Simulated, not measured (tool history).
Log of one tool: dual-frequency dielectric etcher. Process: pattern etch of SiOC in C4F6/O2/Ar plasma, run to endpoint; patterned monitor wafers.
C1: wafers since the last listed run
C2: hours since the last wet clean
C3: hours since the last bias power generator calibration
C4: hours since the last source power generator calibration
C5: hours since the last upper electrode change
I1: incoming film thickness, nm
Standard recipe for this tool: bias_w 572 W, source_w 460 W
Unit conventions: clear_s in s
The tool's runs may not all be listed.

Run 1, day 0: usual settings but bias_w 628 W, source_w 490 W; C1 0; C2 373.9; C3 2169.3; C4 3432.8; C5 4098.3; I1 27.26. Result: clear_s 7.4 s.
At day 1.512: wet clean of the chamber.
Run 2, day 2.325: usual settings but bias_w 628 W, source_w 490 W; C1 622; C2 19.5; C3 2225.1; C4 3488.6; C5 4154.1; I1 27.24. Result: clear_s 7.2 s.
Run 3, day 4.917: usual settings but bias_w 601 W; C1 1216; C2 81.7; C3 2287.3; C4 3550.8; C5 4216.3; I1 26.97. Result: clear_s 7.4 s.
Run 4, day 7.233: usual settings; C1 1087; C2 137.3; C3 2342.9; C4 3606.4; C5 4271.9; I1 27.43. Result: clear_s 7.7 s.
Run 5, day 8.917: usual settings; C1 790; C2 177.7; C3 2383.3; C4 3646.8; C5 4312.3; I1 27.31. Result: clear_s 7.7 s.
Run 6, day 10.229: usual settings; C1 616; C2 209.2; C3 2414.8; C4 3678.3; C5 4343.8; I1 27.25. Result: clear_s 7.7 s.
Run 7, day 11.904: usual settings; C1 786; C2 249.4; C3 2455; C4 3718.5; C5 4384; I1 27.23. Result: clear_s 7.7 s.
At day 12.962: bias power generator calibrated.
At day 13.25: source power generator calibrated.
Run 8, day 14.017: usual settings; C1 835; C2 300.1; C3 25.3; C4 18.4; C5 4434.7; I1 27.15. Result: clear_s 7.7 s.
At day 15.304: upper electrode replaced.
Run 9, day 15.408: usual settings; C1 183; C2 333.5; C3 58.7; C4 51.8; C5 2.5; I1 27.55. Result: clear_s 7.9 s.
At day 17.121: wet clean of the chamber.
Run 10, day 17.142: usual settings; C1 344; C2 0.5; C3 100.3; C4 93.4; C5 44.1; I1 27.16. Result: clear_s 7.9 s.
Run 11, day 19.662: usual settings but bias_w 609 W, source_w 540 W; C1 1183; C2 61; C3 160.8; C4 153.9; C5 104.6; I1 27.14. Result: clear_s 7.5 s.
Run 12, day 21.846: usual settings but source_w 560 W; C1 1025; C2 113.4; C3 213.2; C4 206.3; C5 157; I1 27.29. Result: clear_s 7.7 s.
Run 13, day 24.621: usual settings but bias_w 462 W, source_w 500 W; C1 1302; C2 180; C3 279.8; C4 272.9; C5 223.6; I1 27.09. Result: clear_s 8.6 s.
At day 26.05: wet clean of the chamber, repeated, since the last time left the tool worse.
Run 14, day 26.842: usual settings but bias_w 430 W, source_w 340 W; C1 573; C2 19; C3 333.1; C4 326.2; C5 276.9; I1 27.12. Result: clear_s 9.1 s.
Run 15, day 29.6: usual settings; C1 1294; C2 85.2; C3 399.3; C4 392.4; C5 343.1; I1 27.34. Result: clear_s 7.7 s.
Run 16, day 32.1: usual settings but bias_w 683 W; C1 1173; C2 145.2; C3 459.3; C4 452.4; C5 403.1; I1 27.05. Result: clear_s 7.1 s.
Run 17, day 34.942: usual settings but bias_w 455 W, source_w 410 W; C1 1334; C2 213.4; C3 527.5; C4 520.6; C5 471.3; I1 26.94. Result: clear_s 8.6 s.
Run 18, day 37.588: usual settings but bias_w 673 W, source_w 570 W; C1 1242; C2 276.9; C3 591; C4 584.1; C5 534.8; I1 27.01. Result: clear_s 6.8 s.

Branching from run 18: 3 alternative next runs. What would each branch give?
Run A, day 37.604: usual settings but bias_w 652 W; C1 7; C2 277.3; C3 591.4; C4 584.5; C5 535.2; I1 27.15. Result: clear_s ?.
Run B, day 37.604: usual settings but bias_w 513 W, source_w 380 W; C1 7; C2 277.3; C3 591.4; C4 584.5; C5 535.2; I1 27.15. Result: clear_s ?.
Run C, day 37.604: usual settings but bias_w 482 W, source_w 360 W; C1 7; C2 277.3; C3 591.4; C4 584.5; C5 535.2; I1 27.15. Result: clear_s ?.

run  clear_s
  A      7.4
  B      8.5
  C      8.8
Take away the tool's hidden state, keep each run's random variation, and the runs would have read:
run  clear_s
  A      7.2
  B      8.3
  C      8.6
